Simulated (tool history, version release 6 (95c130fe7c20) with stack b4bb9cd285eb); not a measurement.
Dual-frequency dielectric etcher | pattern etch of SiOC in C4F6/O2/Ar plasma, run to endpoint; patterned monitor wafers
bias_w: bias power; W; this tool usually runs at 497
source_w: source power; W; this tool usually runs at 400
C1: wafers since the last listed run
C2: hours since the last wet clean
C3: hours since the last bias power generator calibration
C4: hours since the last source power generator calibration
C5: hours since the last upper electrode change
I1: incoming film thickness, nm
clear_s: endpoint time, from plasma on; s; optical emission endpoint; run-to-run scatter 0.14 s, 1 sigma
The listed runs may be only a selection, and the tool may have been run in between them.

Run 1, hour 0.0: usual settings; C1 0; C2 238.5; C3 4867.8; C4 2619.2; C5 5396.9; I1 51.1. Result: clear_s 18.1 s.
Run 2, hour 23.9: usual settings; C1 256; C2 262.4; C3 4891.7; C4 2643.1; C5 5420.8; I1 51.1. Result: clear_s 18.1 s.
Run 3, hour 59.3: usual settings; C1 380; C2 297.8; C3 4927.1; C4 2678.5; C5 5456.2; I1 51.0. Result: clear_s 18.1 s.
Run 4, hour 142.5: usual settings; C1 893; C2 381.0; C3 5010.3; C4 2761.7; C5 5539.4; I1 51.4. Result: clear_s 18.4 s.
Run 5, hour 173.7: usual settings; C1 335; C2 412.2; C3 5041.5; C4 2792.9; C5 5570.6; I1 51.5. Result: clear_s 18.3 s.
Run 6, hour 194.4: usual settings but bias_w 469 W; C1 222; C2 432.9; C3 5062.2; C4 2813.6; C5 5591.3; I1 51.2. Result: clear_s 19.1 s.
At hour 221.4: bias power generator calibrated.
Run 7, hour 225.9: usual settings but bias_w 469 W; C1 295; C2 464.4; C3 4.5; C4 2845.1; C5 5622.8; I1 51.0. Result: clear_s 18.7 s.
At hour 235.6: source power generator calibrated.
Run 8, hour 253.0: usual settings but bias_w 468 W; C1 248; C2 491.5; C3 31.6; C4 17.4; C5 5649.9; I1 50.8. Result: clear_s 18.8 s.
Run 9, hour 287.9: usual settings but bias_w 468 W; C1 374; C2 526.4; C3 66.5; C4 52.3; C5 5684.8; I1 51.2. Result: clear_s 19.0 s.
At hour 313.0: upper electrode replaced, of another model than before.
Run 10, hour 313.5: usual settings but bias_w 444 W, source_w 430 W; C1 17; C2 552.0; C3 92.1; C4 77.9; C5 0.5; I1 51.3. Result: clear_s 18.8 s.
At hour 340.6: wet clean of the chamber.
Run 11, hour 364.0: usual settings; C1 284; C2 23.4; C3 142.6; C4 128.4; C5 51.0; I1 51.4. Result: clear_s 17.8 s.
Run 12, hour 436.5: usual settings but bias_w 554 W, source_w 430 W; C1 778; C2 95.9; C3 215.1; C4 200.9; C5 123.5; I1 51.2. Result: clear_s 16.9 s.
Run 13, hour 456.3: usual settings; C1 212; C2 115.7; C3 234.9; C4 220.7; C5 143.3; I1 51.1. Result: clear_s 18.0 s.
Run 14, hour 483.6: usual settings but source_w 350 W; C1 293; C2 143.0; C3 262.2; C4 248.0; C5 170.6; I1 51.2. Result: clear_s 18.7 s.
Run 15, hour 510.5: usual settings but source_w 470 W; C1 288; C2 169.9; C3 289.1; C4 274.9; C5 197.5; I1 51.8. Result: clear_s 17.1 s.
Run 16, hour 526.2: usual settings but source_w 360 W; C1 168; C2 185.6; C3 304.8; C4 290.6; C5 213.2; I1 51.1. Result: clear_s 18.6 s.
Run 17, hour 542.0: usual settings but source_w 310 W; C1 169; C2 201.4; C3 320.6; C4 306.4; C5 229.0; I1 51.0. Result: clear_s 19.5 s.
Run 18, hour 563.5: usual settings but bias_w 576 W, source_w 350 W; C1 230; C2 222.9; C3 342.1; C4 327.9; C5 250.5; I1 51.4. Result: clear_s 18.2 s.

Predict each of these 4 candidate next runs independently; none follows another, all start after run 18:
Run A, hour 563.9: usual settings; C1 4; C2 223.3; C3 342.5; C4 328.3; C5 250.9; I1 51.5. Result: clear_s ?.
Run B, hour 563.9: usual settings but bias_w 456 W; C1 4; C2 223.3; C3 342.5; C4 328.3; C5 250.9; I1 51.5. Result: clear_s ?.
Run C, hour 563.9: usual settings but bias_w 383 W, source_w 360 W; C1 4; C2 223.3; C3 342.5; C4 328.3; C5 250.9; I1 51.5. Result: clear_s ?.
Run D, hour 563.9: usual settings but bias_w 410 W, source_w 440 W; C1 4; C2 223.3; C3 342.5; C4 328.3; C5 250.9; I1 51.5. Result: clear_s ?.

run  clear_s
  A     18.4
  B     18.7
  C     20.0
  D     18.6
Stripped of hidden state, with their random variation kept, the same runs would have yielded:
run  clear_s
  A     17.9
  B     18.2
  C     19.4
  D     18.1
